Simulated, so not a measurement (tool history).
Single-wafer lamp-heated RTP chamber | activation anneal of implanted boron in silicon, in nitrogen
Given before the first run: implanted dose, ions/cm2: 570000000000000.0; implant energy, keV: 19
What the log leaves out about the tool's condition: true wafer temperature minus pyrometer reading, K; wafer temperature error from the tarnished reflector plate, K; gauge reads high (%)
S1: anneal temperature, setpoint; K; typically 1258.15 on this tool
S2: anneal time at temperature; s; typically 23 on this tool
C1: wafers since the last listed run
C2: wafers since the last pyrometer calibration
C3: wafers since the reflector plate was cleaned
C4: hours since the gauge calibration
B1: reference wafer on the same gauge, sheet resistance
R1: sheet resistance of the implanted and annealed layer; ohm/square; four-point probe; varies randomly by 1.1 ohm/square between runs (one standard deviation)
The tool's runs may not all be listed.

Run 1, hour 0: usual settings; C1 0; C2 4337; C3 3187; C4 590.8; B1 205.16. Result: R1 198.08 ohm/square.
Run 2, hour 45: usual settings but S1 1275.15 K; C1 541; C2 4878; C3 3728; C4 635.8; B1 204.95. Result: R1 191.71 ohm/square.
At hour 96.1: pyrometer window cleaned and pyrometer calibrated.
Run 3, hour 105.9: usual settings but S1 1275.15 K; C1 636; C2 118; C3 4365; C4 696.7; B1 204.61. Result: R1 188.78 ohm/square.
Run 4, hour 154.4: usual settings but S2 14 s; C1 583; C2 702; C3 4949; C4 745.2; B1 203.68. Result: R1 200.63 ohm/square.
Run 5, hour 206.9: usual settings but S2 14 s; C1 631; C2 1334; C3 5581; C4 797.7; B1 203.63. Result: R1 199.68 ohm/square.
At hour 300.3: reflector plate cleaned.
Run 6, hour 300.8: usual settings; C1 1034; C2 2368; C3 5; C4 891.6; B1 202.93. Result: R1 195.71 ohm/square.
Run 7, hour 401.4: usual settings; C1 1210; C2 3579; C3 1216; C4 992.2; B1 202.95. Result: R1 195.38 ohm/square.
Run 8, hour 467.6: usual settings; C1 796; C2 4376; C3 2013; C4 1058.4; B1 202.21. Result: R1 193.6 ohm/square.
At hour 539.9: pyrometer window cleaned and pyrometer calibrated.
Run 9, hour 573.8: usual settings; C1 1182; C2 407; C3 3195; C4 1164.6; B1 202.48. Result: R1 193.63 ohm/square.
Run 10, hour 639.3: usual settings; C1 788; C2 1196; C3 3984; C4 1230.1; B1 202.01. Result: R1 194.91 ohm/square.
Run 11, hour 684: usual settings but S2 17 s; C1 538; C2 1734; C3 4522; C4 1274.8; B1 201.97. Result: R1 195.68 ohm/square.
Run 12, hour 756.1: usual settings but S2 17 s; C1 867; C2 2602; C3 5390; C4 1346.9; B1 201.65. Result: R1 194.35 ohm/square.
At hour 835.1: reflector plate cleaned.
Run 13, hour 863.3: usual settings but S2 17 s; C1 1194; C2 3796; C3 339; C4 1454.1; B1 201.56. Result: R1 195.16 ohm/square.
Run 14, hour 954.2: usual settings but S1 1245.15 K, S2 15 s; C1 1094; C2 4890; C3 1433; C4 1545; B1 201.12. Result: R1 206.35 ohm/square.
At hour 966.6: pyrometer window cleaned and pyrometer calibrated.
Run 15, hour 1019.6: usual settings; C1 690; C2 638; C3 2124; C4 1610.4; B1 201.02. Result: R1 192.81 ohm/square.
Run 16, hour 1099.3: usual settings but S1 1286.15 K; C1 959; C2 1597; C3 3084; C4 1690.1; B1 200.87. Result: R1 185.15 ohm/square.
Run 17, hour 1148.1: usual settings but S2 20 s; C1 587; C2 2184; C3 3671; C4 1738.9; B1 201.03. Result: R1 195.47 ohm/square.
Run 18, hour 1215.1: usual settings but S1 1266.15 K, S2 33 s; C1 806; C2 2991; C3 4478; C4 1805.9; B1 200.62. Result: R1 189.27 ohm/square.
Run 19, hour 1321.2: usual settings; C1 1277; C2 4268; C3 5755; C4 1912; B1 201.1. Result: R1 193.17 ohm/square.
At hour 1365.2: reflector plate cleaned.
Run 20, hour 1376.6: usual settings but S1 1247.15 K, S2 30 s; C1 570; C2 4839; C3 136; C4 1967.4; B1 200.71. Result: R1 199.11 ohm/square.
At hour 1377.1: gauge calibrated.
At hour 1409.2: pyrometer window cleaned and pyrometer calibrated.
Run 21, hour 1470: usual settings; C1 1028; C2 731; C3 1164; C4 92.9; B1 207.93. Result: R1 199.89 ohm/square.
Run 22, hour 1537.8: usual settings; C1 816; C2 1547; C3 1981; C4 160.7; B1 207.3. Result: R1 199.52 ohm/square.
Run 23, hour 1638.8: usual settings but S1 1279.15 K, S2 36 s; C1 1215; C2 2763; C3 3196; C4 261.7; B1 206.14. Result: R1 189.89 ohm/square.
Run 24, hour 1693: usual settings but S1 1275.15 K, S2 18 s; C1 652; C2 3415; C3 3849; C4 315.9; B1 205.19. Result: R1 191.26 ohm/square.
Run 25, hour 1737.8: usual settings but S2 32 s; C1 539; C2 3955; C3 4388; C4 360.7; B1 204.75. Result: R1 193.8 ohm/square.
Run 26, hour 1780.5: usual settings but S1 1280.15 K, S2 11 s; C1 514; C2 4469; C3 4902; C4 403.4; B1 204.21. Result: R1 190.77 ohm/square.
Run 27, hour 1821.8: usual settings but S1 1271.15 K, S2 11 s; C1 497; C2 4966; C3 5399; C4 444.7; B1 204.2. Result: R1 191.69 ohm/square.

Alternative continuations, all from the tool just after run 27; predict every row:
Run A, hour 1822.2: usual settings; C1 4; C2 4971; C3 5404; C4 445.1; B1 ?. Result: R1 ?.
Run B, hour 1822.2: usual settings but S1 1287.15 K; C1 4; C2 4971; C3 5404; C4 445.1; B1 ?. Result: R1 ?.
Run C, hour 1822.2: usual settings but S1 1239.15 K; C1 4; C2 4971; C3 5404; C4 445.1; B1 ?. Result: R1 ?.

run      B1      R1
  A  204.37  195.69
  B  204.37  186.91
  C  204.37  211.21
What these runs would have given with no unlogged condition in the tool:
run      R1
  A  203.39
  B  194.26
  C  219.52
